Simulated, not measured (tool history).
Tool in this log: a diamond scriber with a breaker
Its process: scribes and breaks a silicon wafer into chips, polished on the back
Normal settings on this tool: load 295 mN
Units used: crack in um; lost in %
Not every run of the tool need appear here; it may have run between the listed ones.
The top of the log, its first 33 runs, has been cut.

run	hour	load	incoming depth of the damage left on the back of the incoming wafer, um	crack	lost
34	1710.6	261	0.03	9.67	1.05
35	1741.1	368	0.02	11.52	1.6
36	1806.9	210	0.03	8.79	2.79
37	1869.3	362	0.03	11.58	1.46
# hour 1876.4: diamond tip replaced by a new one
38	1919.4	216	0.02	9.09	1.48
39	1985.3	295	0.03	10.85	0.78
40	2018	266	0.02	9.97	0.66
41	2063.6	295	0.04	10.64	0.69

Expected results for the next run?
42	2103.4	239	0.02	?	?

crack: 9.61 um
lost: 1.2 %
On a tool with no hidden condition, and with the same random variation, this run would have come out at crack 9.37 um, lost 1.59 %.

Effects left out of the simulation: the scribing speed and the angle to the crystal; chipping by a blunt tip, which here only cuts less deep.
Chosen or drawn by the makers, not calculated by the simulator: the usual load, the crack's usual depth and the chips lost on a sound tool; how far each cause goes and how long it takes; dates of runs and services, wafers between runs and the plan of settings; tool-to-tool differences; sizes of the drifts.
